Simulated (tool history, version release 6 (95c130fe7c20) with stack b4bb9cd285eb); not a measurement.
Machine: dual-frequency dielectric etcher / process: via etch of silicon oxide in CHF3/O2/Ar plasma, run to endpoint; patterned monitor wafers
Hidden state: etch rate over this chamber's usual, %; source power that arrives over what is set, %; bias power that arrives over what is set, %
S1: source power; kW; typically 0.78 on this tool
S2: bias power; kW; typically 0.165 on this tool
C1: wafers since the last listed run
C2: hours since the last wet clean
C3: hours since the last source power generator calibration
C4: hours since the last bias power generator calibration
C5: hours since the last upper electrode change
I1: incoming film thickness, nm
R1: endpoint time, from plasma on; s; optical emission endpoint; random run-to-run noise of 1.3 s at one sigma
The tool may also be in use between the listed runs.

run,hour,S1,S2,C1,C2,C3,C4,C5,I1,R1
1,0,0.78,0.165,0,91.2,3501.6,3799.9,709.7,660.1,298.1
2,72.5,0.78,0.165,242,163.7,3574.1,3872.4,782.2,659.9,299.1
3,178.7,0.78,0.165,355,269.9,3680.3,3978.6,888.4,653.3,296.7
4,284.6,0.78,0.165,354,375.8,3786.2,4084.5,994.3,647.9,294.4
5,509.4,0.78,0.165,751,600.6,4011,4309.3,1219.1,653.7,295.8
6,654.9,0.78,0.165,486,746.1,4156.5,4454.8,1364.6,648.4,295.5
7,724.1,0.78,0.165,231,815.3,4225.7,4524,1433.8,653,295.5
# hour 753.5: wet clean of the chamber
8,769.1,0.78,0.165,70,15.6,4270.7,4569,1478.8,655.3,295.7
9,857.6,0.78,0.165,296,104.1,4359.2,4657.5,1567.3,651.6,294.1
10,907.5,0.78,0.181,166,154,4409.1,4707.4,1617.2,656.5,291.5
11,1044.1,0.78,0.181,456,290.6,4545.7,4844,1753.8,649.4,286
# hour 1146.9: bias power generator calibrated
12,1147.4,0.78,0.177,332,393.9,4649,0.5,1857.1,655.1,291.6
13,1212.9,0.93,0.183,219,459.4,4714.5,66,1922.6,651.2,270.5
# hour 1232.1: source power generator calibrated
14,1468.5,0.91,0.199,841,715,236.4,321.6,2178.2,658.2,277.5
# hour 1515.6: wet clean of the chamber
15,1540.3,0.94,0.141,159,24.7,308.2,393.4,2250,653.4,298
16,1607,0.78,0.165,223,91.4,374.9,460.1,2316.7,660.8,312.4
17,1662.5,0.95,0.19,185,146.9,430.4,515.6,2372.2,653.2,275.7
18,1710.9,0.78,0.187,161,195.3,478.8,564,2420.6,655.7,298.6
# hour 1779.5: upper electrode replaced
19,1811.1,0.91,0.182,254,295.5,579,664.2,31.6,648.5,281.2
20,1916.7,0.88,0.193,353,401.1,684.6,769.8,137.2,649.6,281.2
# hour 2185: source power generator calibrated, repeated, since the last time left the tool worse
21,2185.5,0.78,0.165,885,669.9,0.5,1038.6,406,660.8,305.2
# hour 2277.3: wet clean of the chamber
22,2277.8,0.85,0.202,228,0.5,92.8,1130.9,498.3,646,273.9
23,2361.6,0.98,0.165,280,84.3,176.6,1214.7,582.1,649.3,273
24,2419.2,0.67,0.148,192,141.9,234.2,1272.3,639.7,652.6,324.7
25,2569.6,0.68,0.19,503,292.3,384.6,1422.7,790.1,652.6,304.8

Estimate the outcome of run 26 from the log above:
26,2672.9,0.98,0.182,345,395.6,487.9,1526,893.4,652.4,?

R1: 268.1 s
Take away the tool's hidden state, keep the run-to-run variation as it was, and the same run would have given R1 267.9 s.
